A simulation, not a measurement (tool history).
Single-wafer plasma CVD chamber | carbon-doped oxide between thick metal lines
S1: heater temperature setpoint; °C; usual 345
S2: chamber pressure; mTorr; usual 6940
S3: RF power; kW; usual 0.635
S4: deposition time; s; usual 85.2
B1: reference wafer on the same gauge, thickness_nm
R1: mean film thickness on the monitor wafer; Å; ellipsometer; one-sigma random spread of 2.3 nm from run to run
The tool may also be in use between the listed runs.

run,hour,S1,S2,S3,S4,B1,R1
1,0.0,345,6940,0.635,95.1,558.915,5514.53
2,23.4,345,6940,0.635,95.1,557.812,5470.31
3,47.2,345,6940,0.635,85.2,559.488,4970.53
4,74.3,345,6940,0.635,85.2,558.757,4928.19
5,87.8,345,6940,0.635,85.2,559.454,4919.82
6,105.1,345,6940,0.635,85.2,559.450,4868.95
7,139.8,345,6940,0.635,85.2,558.448,4912.36
8,162.9,345,6940,0.635,85.2,559.727,4898.29
9,179.0,345,6940,0.700,85.2,559.887,5172.66
# hour 196.9: thermocouple changed; heater temperature recalibrated
10,198.9,345,6940,0.700,85.2,558.226,5260.46
11,227.8,345,6940,0.675,85.2,559.290,5067.04
12,243.4,345,7600,0.635,85.2,560.000,4945.21
# hour 269.0: capacitance manometer re-zeroed and calibrated
# hour 271.5: showerhead replaced, of another model than before
13,272.0,345,8610,0.635,85.2,559.186,5139.51
14,298.5,359,6940,0.535,85.2,558.841,4521.95
15,323.5,345,8120,0.635,85.2,559.533,5062.46
16,347.5,345,6940,0.635,85.2,559.532,4974.31
17,418.2,332,6940,0.635,85.2,557.689,5111.08
18,450.0,345,6940,0.635,85.2,559.900,4934.03
# hour 478.8: RF generator calibrated
19,482.2,333,5960,0.600,74.1,559.390,4312.88
# hour 485.0: gauge calibrated
20,509.9,354,8010,0.580,69.7,559.348,4008.88
21,615.2,345,5420,0.635,95.6,558.443,5348.54
22,637.7,345,7450,0.635,85.2,558.265,5128.20

Results for each run, recomputed without the tool's hidden state and with each run's random variation untouched:
Hidden state present: wafer temperature above the value expected at the setpoint (K); delivered RF power above the setpoint (%); true pressure above the setpoint (%); gauge reads high (%).
run,R1
1,5687.34
2,5649.75
3,5141.18
4,5106.22
5,5102.03
6,5055.06
7,5112.16
8,5105.74
9,5391.36
10,5490.55
11,5302.41
12,5185.16
13,5274.75
14,4646.27
15,5206.63
16,5121.16
17,5278.29
18,5102.83
19,4326.87
20,4021.94
21,5367.36
22,5146.75
